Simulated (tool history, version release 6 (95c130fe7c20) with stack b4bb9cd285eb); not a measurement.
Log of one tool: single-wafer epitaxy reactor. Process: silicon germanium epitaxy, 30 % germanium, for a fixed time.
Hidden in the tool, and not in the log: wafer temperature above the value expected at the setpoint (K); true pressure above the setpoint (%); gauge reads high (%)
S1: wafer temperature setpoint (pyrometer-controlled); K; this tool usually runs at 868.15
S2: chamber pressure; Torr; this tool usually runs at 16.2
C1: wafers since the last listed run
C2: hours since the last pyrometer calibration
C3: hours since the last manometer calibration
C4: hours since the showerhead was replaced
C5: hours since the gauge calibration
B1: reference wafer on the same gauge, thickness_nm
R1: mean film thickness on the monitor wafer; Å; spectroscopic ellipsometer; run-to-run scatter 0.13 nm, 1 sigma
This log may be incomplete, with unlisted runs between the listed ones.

{"run": 1, "hour": 0.0, "S1": 872.15, "S2": 16.2, "C1": 0, "C2": 2655.3, "C3": 1065.1, "C4": 6152.8, "C5": 54.1, "B1": 61.202, "R1": 546.47}
{"run": 2, "hour": 12.2, "S1": 872.15, "S2": 16.2, "C1": 125, "C2": 2667.5, "C3": 1077.3, "C4": 6165, "C5": 66.3, "B1": 61.222, "R1": 544.08}
{"run": 3, "hour": 28.4, "S1": 857.15, "S2": 16.2, "C1": 166, "C2": 2683.7, "C3": 1093.5, "C4": 6181.2, "C5": 82.5, "B1": 61.171, "R1": 427.54}
{"run": 4, "hour": 38.2, "S1": 857.15, "S2": 16.2, "C1": 100, "C2": 2693.5, "C3": 1103.3, "C4": 6191, "C5": 92.3, "B1": 61.183, "R1": 426.13}
{"run": 5, "hour": 46.5, "S1": 868.15, "S2": 16.2, "C1": 85, "C2": 2701.8, "C3": 1111.6, "C4": 6199.3, "C5": 100.6, "B1": 61.164, "R1": 513.24}
{"run": 6, "hour": 61.3, "S1": 868.15, "S2": 16.2, "C1": 151, "C2": 2716.6, "C3": 1126.4, "C4": 6214.1, "C5": 115.4, "B1": 61.181, "R1": 511.43}
{"run": 7, "hour": 73.5, "S1": 868.15, "S2": 16.2, "C1": 125, "C2": 2728.8, "C3": 1138.6, "C4": 6226.3, "C5": 127.6, "B1": 61.177, "R1": 510.81}
{"run": 8, "hour": 84.0, "S1": 868.15, "S2": 19.2, "C1": 107, "C2": 2739.3, "C3": 1149.1, "C4": 6236.8, "C5": 138.1, "B1": 61.227, "R1": 548.07}
{"run": 9, "hour": 101.3, "S1": 868.15, "S2": 19.2, "C1": 177, "C2": 2756.6, "C3": 1166.4, "C4": 6254.1, "C5": 155.4, "B1": 61.237, "R1": 551.71}
{"run": 10, "hour": 109.0, "S1": 868.15, "S2": 19.2, "C1": 78, "C2": 2764.3, "C3": 1174.1, "C4": 6261.8, "C5": 163.1, "B1": 61.269, "R1": 549.91}
{"run": 11, "hour": 118.8, "S1": 868.15, "S2": 14.6, "C1": 100, "C2": 2774.1, "C3": 1183.9, "C4": 6271.6, "C5": 172.9, "B1": 61.165, "R1": 488.57}
{"hour": 127.6, "done": "pyrometer calibrated"}
{"run": 12, "hour": 129.3, "S1": 868.15, "S2": 14.6, "C1": 25, "C2": 1.7, "C3": 1194.4, "C4": 6282.1, "C5": 183.4, "B1": 61.285, "R1": 484.38}
{"run": 13, "hour": 138.1, "S1": 868.15, "S2": 14.6, "C1": 90, "C2": 10.5, "C3": 1203.2, "C4": 6290.9, "C5": 192.2, "B1": 61.189, "R1": 485.03}
{"run": 14, "hour": 150.4, "S1": 858.15, "S2": 16.2, "C1": 126, "C2": 22.8, "C3": 1215.5, "C4": 6303.2, "C5": 204.5, "B1": 61.202, "R1": 431.54}
{"hour": 155.9, "done": "gauge calibrated"}
{"hour": 164.2, "done": "capacitance manometer re-zeroed and calibrated"}
{"run": 15, "hour": 164.7, "S1": 857.15, "S2": 12.6, "C1": 64, "C2": 37.1, "C3": 0.5, "C4": 6317.5, "C5": 8.8, "B1": 61.222, "R1": 373.15}

Run 16, settings as shown, results not yet in. Your forecast:
{"run": 16, "hour": 166.1, "S1": 862.15, "S2": 13.9, "C1": 14, "C2": 38.5, "C3": 1.9, "C4": 6318.9, "C5": 10.2, "B1": "?", "R1": "?"}

{"run 16": {"B1": 61.208, "R1": 422.72}}
Minus the tool's unlogged condition, the same run would have read R1 443.28 Å.
